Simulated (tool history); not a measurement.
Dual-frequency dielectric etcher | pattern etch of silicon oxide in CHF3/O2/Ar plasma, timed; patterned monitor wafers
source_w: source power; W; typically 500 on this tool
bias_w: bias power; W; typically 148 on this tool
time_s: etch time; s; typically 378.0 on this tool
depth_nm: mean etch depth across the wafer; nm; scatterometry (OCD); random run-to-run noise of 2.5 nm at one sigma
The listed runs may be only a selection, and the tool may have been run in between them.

| run | hour | source_w | bias_w | time_s | read-back reference wafer on the same gauge, depth_nm | depth_nm |
|---|---|---|---|---|---|---|
| 1 | 0.0 | 500 | 148 | 378.0 | 573.4 | 759.7 |
| 2 | 52.4 | 500 | 148 | 378.0 | 572.8 | 752.3 |
| 3 | 116.8 | 500 | 148 | 378.0 | 573.5 | 750.1 |
| 4 | 144.4 | 500 | 148 | 378.0 | 572.8 | 748.4 |
| 5 | 195.9 | 440 | 148 | 378.0 | 572.4 | 696.4 |
|  | 204.3 | bias power generator calibrated |
| 6 | 251.1 | 440 | 148 | 378.0 | 572.8 | 692.8 |
| 7 | 283.4 | 480 | 139 | 378.0 | 573.3 | 709.9 |
| 8 | 312.6 | 480 | 139 | 378.0 | 572.8 | 712.6 |
|  | 367.9 | wet clean of the chamber, repeated, since the last time left the tool worse |
| 9 | 380.3 | 480 | 139 | 378.0 | 573.0 | 683.4 |
|  | 542.2 | gauge calibrated |
| 10 | 542.6 | 500 | 148 | 378.0 | 572.5 | 700.6 |
| 11 | 581.5 | 400 | 165 | 481.0 | 573.0 | 807.0 |
| 12 | 622.9 | 480 | 139 | 378.0 | 572.6 | 666.9 |
|  | 661.4 | source power generator calibrated |
| 13 | 686.1 | 500 | 131 | 268.0 | 573.1 | 473.5 |
| 14 | 719.8 | 460 | 148 | 378.0 | 572.6 | 659.7 |
|  | 750.8 | wet clean of the chamber |
| 15 | 777.0 | 500 | 128 | 326.5 | 573.1 | 592.8 |
| 16 | 812.3 | 460 | 164 | 378.0 | 572.7 | 693.8 |
| 17 | 875.2 | 600 | 183 | 467.5 | 573.2 | 1009.3 |

Predict the results of run 18:
| 18 | 926.6 | 500 | 176 | 347.5 | ? | ? |

Run 18 gave read-back reference wafer on the same gauge, depth_nm 572.8, depth_nm 678.4 nm.
Minus the tool's unlogged condition, the same run would have read depth_nm 688.2 nm.
